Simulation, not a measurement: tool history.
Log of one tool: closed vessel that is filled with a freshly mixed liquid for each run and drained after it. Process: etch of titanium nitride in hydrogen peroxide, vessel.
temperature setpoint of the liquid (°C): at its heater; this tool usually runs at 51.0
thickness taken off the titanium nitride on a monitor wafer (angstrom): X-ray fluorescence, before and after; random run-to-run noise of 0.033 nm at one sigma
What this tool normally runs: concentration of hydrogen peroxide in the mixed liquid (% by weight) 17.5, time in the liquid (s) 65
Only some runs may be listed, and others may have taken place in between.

| run | hour | temperature setpoint of the liquid (°C) | concentration of hydrogen peroxide in the mixed liquid (% by weight) | time in the liquid (s) | read-back film thickness of the titanium nitride reference wafer, read on the same gauge (nm) | thickness taken off the titanium nitride on a monitor wafer (angstrom) |
|---|---|---|---|---|---|---|
| 1 | 0.0 | 54.0 | 17.5 | 65 | 40.00 | 63.6 |
| 2 | 54.6 | 54.0 | 17.5 | 65 | 40.00 | 64.4 |
| 3 | 120.4 | 47.5 | 17.5 | 65 | 40.00 | 39.8 |
| 4 | 150.5 | 47.5 | 17.5 | 65 | 40.00 | 39.5 |
| 5 | 175.4 | 43.0 | 20.5 | 65 | 40.02 | 29.2 |
| 6 | 288.8 | 43.0 | 20.5 | 65 | 40.02 | 28.9 |
| 7 | 327.1 | 51.0 | 17.5 | 65 | 40.00 | 50.8 |
|  | 370.3 | thermometer replaced |
| 8 | 389.1 | 56.0 | 17.5 | 65 | 40.01 | 78.2 |
| 9 | 441.0 | 51.0 | 17.5 | 65 | 40.00 | 54.3 |
|  | 449.4 | gauge calibrated |
|  | 483.6 | peroxide flow meter replaced |
|  | 503.4 | new drum of peroxide connected |
| 10 | 506.7 | 57.5 | 17.5 | 90 | 40.00 | 118.4 |
| 11 | 538.9 | 43.0 | 22.5 | 95 | 39.98 | 46.8 |
| 12 | 609.9 | 51.0 | 17.5 | 65 | 39.98 | 54.1 |

Run 13 is up next; what results do you expect?
| 13 | 661.7 | 56.0 | 17.5 | 105 | ? | ? |

Run 13 yielded read-back film thickness of the titanium nitride reference wafer, read on the same gauge (nm) 40.01, thickness taken off the titanium nitride on a monitor wafer (angstrom) 124.1.
Were there no unlogged condition in the tool, this run, its random variation unchanged, would have produced thickness taken off the titanium nitride on a monitor wafer (angstrom) 126.9.
